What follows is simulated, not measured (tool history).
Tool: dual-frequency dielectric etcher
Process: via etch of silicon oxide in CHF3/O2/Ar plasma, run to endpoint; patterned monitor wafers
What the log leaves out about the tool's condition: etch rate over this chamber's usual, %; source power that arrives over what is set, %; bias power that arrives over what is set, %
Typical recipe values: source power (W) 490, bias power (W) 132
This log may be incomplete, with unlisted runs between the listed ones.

run,day,source power (W),bias power (W),wafers since the last listed run,hours since the last wet clean,hours since the last source power generator calibration,hours since the last bias power generator calibration,hours since the last upper electrode change,"incoming incoming film thickness, nm",endpoint time (s)
1,0.000,410,132,0,345.2,3936.4,2439.8,4486.6,420.6,272.9
2,2.467,410,132,243,404.4,3995.6,2499.0,4545.8,424.3,274.2
# day 4.242: wet clean of the chamber
3,4.446,430,132,96,4.9,4043.1,2546.5,4593.3,425.1,277.2
4,5.804,490,132,134,37.5,4075.7,2579.1,4625.9,425.1,258.7
5,6.862,490,132,104,62.9,4101.1,2604.5,4651.3,428.8,256.6
6,8.708,490,116,182,107.2,4145.4,2648.8,4695.6,423.5,260.6
7,11.104,490,116,236,164.7,4202.9,2706.3,4753.1,422.9,258.9
# day 14.004: upper electrode replaced
8,14.025,490,132,189,234.8,4273.0,2776.4,0.5,425.1,252.0
9,15.688,490,132,164,274.7,4312.9,2816.3,40.4,421.8,247.0
10,18.371,490,132,265,339.1,4377.3,2880.7,104.8,425.7,249.8
11,19.812,490,132,142,373.7,4411.9,2915.3,139.4,424.9,248.6
# day 22.650: wet clean of the chamber
12,22.750,490,132,191,2.4,4482.4,2985.8,209.9,425.3,257.7
# day 23.912: source power generator calibrated
13,24.662,490,132,172,48.3,18.0,3031.7,255.8,421.6,251.9
14,27.062,540,132,237,105.9,75.6,3089.3,313.4,421.9,239.8
15,28.929,590,101,184,150.7,120.4,3134.1,358.2,424.9,247.1
16,30.046,490,132,110,177.5,147.2,3160.9,385.0,428.0,253.8
17,31.896,440,103,182,221.9,191.6,3205.3,429.4,426.3,288.9
# day 32.400: bias power generator calibrated
18,33.700,430,145,161,265.2,234.9,31.2,472.7,426.4,263.2
19,35.604,600,145,188,310.9,280.6,76.9,518.4,423.4,217.8
20,36.708,570,132,109,337.4,307.1,103.4,544.9,424.8,227.9
21,37.833,570,162,111,364.4,334.1,130.4,571.9,420.4,213.3
22,40.338,400,118,247,424.5,394.2,190.5,632.0,420.1,276.6
23,42.367,420,118,200,473.2,442.9,239.2,680.7,424.3,272.4

Here are 3 independent what-if runs from the current tool condition. What would each one return?
A,42.388,490,132,2,473.7,443.4,239.7,681.2,422.5,?
B,42.388,490,145,2,473.7,443.4,239.7,681.2,422.5,?
C,42.388,540,105,2,473.7,443.4,239.7,681.2,422.5,?

run,endpoint time (s)
A,245.7
B,239.2
C,248.1
Without the tool's unlogged condition, the same runs would have read:
run,endpoint time (s)
A,256.1
B,249.4
C,258.7

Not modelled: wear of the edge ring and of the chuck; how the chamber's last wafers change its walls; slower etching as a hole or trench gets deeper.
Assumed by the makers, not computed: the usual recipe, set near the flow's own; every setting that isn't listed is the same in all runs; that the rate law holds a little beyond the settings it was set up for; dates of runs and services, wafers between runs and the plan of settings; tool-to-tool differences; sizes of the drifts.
